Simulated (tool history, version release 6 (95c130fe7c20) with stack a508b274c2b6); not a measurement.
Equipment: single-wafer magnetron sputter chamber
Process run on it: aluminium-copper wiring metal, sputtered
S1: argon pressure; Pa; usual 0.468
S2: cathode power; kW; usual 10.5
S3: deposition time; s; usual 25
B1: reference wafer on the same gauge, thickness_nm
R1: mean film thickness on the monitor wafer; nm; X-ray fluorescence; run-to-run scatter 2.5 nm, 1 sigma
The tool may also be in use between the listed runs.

run    hour     S1     S2    S3       B1       R1
  1       0  0.425   9.65    25   452.92  403.778
  2    34.6  0.468   11.9    25  452.993  471.815
  3    83.3  0.468   11.9    25  453.242  470.508
  4   128.6  0.468   10.5    25  453.189  423.773
  5   154.7  0.468   10.5    25  453.114  416.096
      181.4  -- sputter target and shields replaced
  6   204.6  0.468   11.7  23.2   452.48   444.44
  7     260  0.468   10.5    25  453.201  427.856
  8   329.3  0.468   10.5    25  452.864  425.801
  9   388.7  0.468   10.5    25  452.979  421.529
 10   419.8  0.355   10.5    25  452.091  458.717
      451.1  -- capacitance manometer re-zeroed and calibrated
 11   470.3  0.355   10.5    25  452.517  471.145
        479  -- gauge calibrated
 12   527.2  0.627   10.5    21  452.727  335.235
      577.6  -- sputter target and shields replaced
 13   592.3  0.351   10.5  21.4  452.745  412.717
 14   660.7  0.468   10.5  22.8  453.233  410.966
 15     734  0.531    8.1    28  452.854  382.308
 16   779.6  0.468     13    25  452.449  537.951
 17   837.1  0.468   10.5    25  453.552  442.003
 18     943  0.468   10.5    25  452.517  437.315
 19  1011.8  0.468   10.5    25  453.225  434.005
     1030.2  -- sputter target and shields replaced
 20  1073.9  0.411   10.5    25  452.913  460.875
 21  1110.8  0.468  11.75    25  453.011  487.713
     1138.7  -- magnet pack replaced
 22  1167.6  0.468   9.65    25  453.239  409.619
 23  1208.7  0.468   10.5  28.7  452.333  500.646
 24  1260.8  0.468   10.5  20.2  452.646    350.2
 25  1315.5  0.326  11.95  21.5  452.951  455.184
 26  1354.4  0.468  12.45  27.6  452.814  552.894
 27  1397.1   0.36   8.95  27.9  452.942  449.501
     1428.9  -- sputter target and shields replaced
 28  1453.5  0.468   10.5    25  453.193  444.293
 29  1477.9  0.468   10.5    25  453.633  438.684
 30  1509.2  0.468   10.5    25  453.062  440.363
 31  1570.2  0.655  12.85    25  452.536  464.717
 32  1615.2   0.41  11.85    20  452.832  406.766
 33  1642.5  0.468    9.4  22.8  453.136  357.932
 34  1688.4  0.549    8.9  21.6  452.931  307.528

What would each run have given without the hidden state, its run-to-run variation left as it was?
Hidden state present: deposition rate above that of a new target (%); true argon pressure above the setpoint (%); gauge reads high (%).
run       R1
  1  424.163
  2   498.81
  3  500.628
  4   453.64
  5  446.995
  6  458.119
  7  444.323
  8   446.41
  9  445.615
 10  482.279
 11  479.917
 12  340.803
 13  410.193
 14  409.835
 15  383.464
 16  542.901
 17  448.747
 18   449.07
 19  449.095
 20  463.968
 21  492.693
 22  416.511
 23  511.524
 24  360.034
 25  470.937
 26  574.951
 27  469.526
 28   448.87
 29  444.557
 30  448.024
 31  478.356
 32  418.906
 33  370.505
 34  321.113
